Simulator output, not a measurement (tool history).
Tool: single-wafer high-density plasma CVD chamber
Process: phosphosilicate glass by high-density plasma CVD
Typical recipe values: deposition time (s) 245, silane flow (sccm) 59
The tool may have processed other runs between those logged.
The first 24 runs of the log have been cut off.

run,hour,deposition time (s),silane flow (sccm),"read-back reference wafer on the same gauge, thickness_nm",mean film thickness on the monitor wafer (nm)
25,680.9,280,69,1279.751,1861.237
26,705.2,267,71,1280.242,1819.771
27,792.6,206,69,1279.921,1367.169
28,824.9,261,65,1280.239,1636.139
29,845.4,289,54,1279.563,1503.353
30,875.9,212,67,1279.680,1362.485
31,911.8,265,62,1279.078,1576.513
32,935.3,245,59,1280.137,1386.493
33,962.9,245,69,1279.937,1619.472
34,981.9,245,59,1280.034,1385.987
35,1013.7,228,59,1278.535,1287.858

Here are 5 independent what-if runs from the current tool condition. What would each one return?
A,1014.2,210,59,?,?
B,1014.2,278,48,?,?
C,1014.2,210,64,?,?
D,1014.2,245,68,?,?
E,1014.2,214,67,?,?

run,"read-back reference wafer on the same gauge, thickness_nm",mean film thickness on the monitor wafer (nm)
A,1280.261,1187.194
B,1280.261,1278.605
C,1280.261,1287.803
D,1280.261,1596.339
E,1280.261,1373.848
What these runs would have given with no unlogged condition in the tool:
run,mean film thickness on the monitor wafer (nm)
A,1194.197
B,1286.148
C,1295.401
D,1605.757
E,1381.953

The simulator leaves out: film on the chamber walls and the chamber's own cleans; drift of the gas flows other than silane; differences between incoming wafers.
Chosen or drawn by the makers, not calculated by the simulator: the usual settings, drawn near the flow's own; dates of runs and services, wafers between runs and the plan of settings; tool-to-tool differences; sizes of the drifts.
